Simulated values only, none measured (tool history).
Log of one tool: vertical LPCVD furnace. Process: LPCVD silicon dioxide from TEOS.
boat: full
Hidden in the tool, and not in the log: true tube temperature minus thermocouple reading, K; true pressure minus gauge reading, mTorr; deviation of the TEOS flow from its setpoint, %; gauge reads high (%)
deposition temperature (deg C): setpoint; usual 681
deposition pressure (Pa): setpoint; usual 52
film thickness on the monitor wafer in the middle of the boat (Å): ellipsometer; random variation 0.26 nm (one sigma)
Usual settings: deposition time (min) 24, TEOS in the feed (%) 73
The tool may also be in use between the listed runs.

run,day,deposition temperature (deg C),deposition pressure (Pa),deposition time (min),TEOS in the feed (%),wafers since the last listed run,hours since the last temperature calibration,hours since the pressure gauge was zeroed,hours since the TEOS flow controller was replaced,hours since the gauge calibration,"read-back reference wafer on the same gauge, thickness",film thickness on the monitor wafer in the middle of the boat (Å)
1,0,681,52,24,73,0,3112.6,1412.8,4531,15.1,143,1511.2
2,0.633,681,52,24,73,154,3127.8,1428,4546.2,30.3,142.95,1515.2
3,1.508,681,52,18,73,213,3148.8,1449,4567.2,51.3,143.02,1135.1
4,2.562,681,52,18,73,256,3174.1,1474.3,4592.5,76.6,143.09,1139.4
5,3.667,681,52,24,73,269,3200.6,1500.8,4619,103.1,142.97,1516.2
# day 5.317: thermocouples replaced and temperature profile calibrated
# day 5.712: TEOS flow controller replaced
6,5.733,681,57.3,24,73,163,10,1550.4,0.5,152.7,142.95,1471.7
7,5.917,681,57.3,24,73,44,14.4,1554.8,4.9,157.1,143.03,1476.1
8,6.467,681,52,24,73,134,27.6,1568,18.1,170.3,142.97,1402
9,7.679,681,52,15.5,73,295,56.7,1597.1,47.2,199.4,143.03,909.1
10,8.354,692,52,27,61,164,72.9,1613.3,63.4,215.6,143.02,1886.5
# day 8.979: gauge calibrated
# day 10.517: pressure gauge zeroed
11,10.538,681,52,24,73,288,125.3,0.5,115.8,37.4,143.05,1406.9
12,10.717,681,46.7,24,73,43,129.6,4.8,120.1,41.7,142.93,1335.4
13,12.758,681,52,32,82,497,178.6,53.8,169.1,90.7,143.01,1992.8
14,13.896,672,59.3,28.5,85,277,205.9,81.1,196.4,118,142.95,1552.9

Forecast each of these 5 alternatives for the next run:
A,14.083,690,52,24,73,45,210.4,85.6,200.9,122.5,?,?
B,14.083,676,64,24,73,45,210.4,85.6,200.9,122.5,?,?
C,14.083,681,52,24,63,45,210.4,85.6,200.9,122.5,?,?
D,14.083,681,52,29,69,45,210.4,85.6,200.9,122.5,?,?
E,14.083,685,52,28.5,67,45,210.4,85.6,200.9,122.5,?,?

run,"read-back reference wafer on the same gauge, thickness",film thickness on the monitor wafer in the middle of the boat (Å)
A,143,1747.6
B,143,1384.4
C,143,1308.9
D,143,1655.3
E,143,1764.9
Without the tool's hidden state the same runs would have given:
run,film thickness on the monitor wafer in the middle of the boat (Å)
A,1710.9
B,1354.5
C,1280.9
D,1619.8
E,1727.4

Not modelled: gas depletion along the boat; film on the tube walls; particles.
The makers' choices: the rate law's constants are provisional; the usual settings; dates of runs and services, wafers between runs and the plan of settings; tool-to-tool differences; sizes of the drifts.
